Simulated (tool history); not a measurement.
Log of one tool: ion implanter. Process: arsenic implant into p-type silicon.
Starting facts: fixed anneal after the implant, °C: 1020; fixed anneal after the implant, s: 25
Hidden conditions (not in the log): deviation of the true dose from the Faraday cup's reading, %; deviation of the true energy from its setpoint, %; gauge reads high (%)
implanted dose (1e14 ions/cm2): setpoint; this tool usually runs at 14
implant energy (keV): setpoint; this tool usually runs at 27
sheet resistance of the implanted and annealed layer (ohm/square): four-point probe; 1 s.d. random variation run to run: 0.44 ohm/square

| run | hour | implanted dose (1e14 ions/cm2) | implant energy (keV) | wafers since the last listed run | hours since the last dose calibration | hours since the extraction supply was calibrated | hours since the gauge calibration | read-back reference wafer on the same gauge, sheet resistance | sheet resistance of the implanted and annealed layer (ohm/square) |
|---|---|---|---|---|---|---|---|---|---|
| 1 | 0 | 14 | 27 | 0 | 462.4 | 1748.8 | 332.5 | 115.21 | 99.79 |
| 2 | 51.4 | 14 | 27 | 917 | 513.8 | 1800.2 | 383.9 | 115.17 | 98.97 |
| 3 | 82.3 | 14 | 27 | 551 | 544.7 | 1831.1 | 414.8 | 115.18 | 99.58 |
| 4 | 135.3 | 11.23 | 33 | 946 | 597.7 | 1884.1 | 467.8 | 115.13 | 106.98 |
| 5 | 178.2 | 11.23 | 33 | 766 | 640.6 | 1927 | 510.7 | 115.11 | 107.11 |
| 6 | 209.3 | 11.23 | 33 | 555 | 671.7 | 1958.1 | 541.8 | 115.22 | 106.72 |
| 7 | 244.9 | 14 | 34 | 635 | 707.3 | 1993.7 | 577.4 | 115.18 | 93.13 |
| 8 | 296.5 | 14 | 34 | 921 | 758.9 | 2045.3 | 629 | 115.26 | 93.9 |
| 9 | 324.8 | 14 | 34 | 505 | 787.2 | 2073.6 | 657.3 | 115.07 | 93.88 |
| 10 | 350.6 | 14 | 19.5 | 460 | 813 | 2099.4 | 683.1 | 115.2 | 105.79 |
|  | 363.7 | Faraday cup replaced and dose calibrated |
| 11 | 404.6 | 14 | 19.5 | 821 | 40.9 | 2153.4 | 737.1 | 115.12 | 106.12 |
|  | 442 | extraction supply calibrated |
| 12 | 442.5 | 14 | 29.5 | 533 | 78.8 | 0.5 | 775 | 115.11 | 98.58 |
| 13 | 494.8 | 16.11 | 22 | 933 | 131.1 | 52.8 | 827.3 | 114.93 | 98.2 |
| 14 | 527.6 | 16.1 | 27 | 585 | 163.9 | 85.6 | 860.1 | 115.3 | 94.51 |
| 15 | 572.5 | 11.25 | 30 | 801 | 208.8 | 130.5 | 905 | 115.47 | 109.89 |
| 16 | 639.3 | 16.64 | 21 | 1192 | 275.6 | 197.3 | 971.8 | 115.26 | 98.25 |

What does the tool deliver on the next run?
| 17 | 669.7 | 10.36 | 24 | 542 | 306 | 227.7 | 1002.2 | ? | ? |

{"run 17": {"read-back reference wafer on the same gauge, sheet resistance": 115.25, "sheet resistance of the implanted and annealed layer (ohm/square)": 118.6}}
If the tool had no hidden condition, the same run with the same run-to-run variation would have returned sheet resistance of the implanted and annealed layer (ohm/square) 118.55.
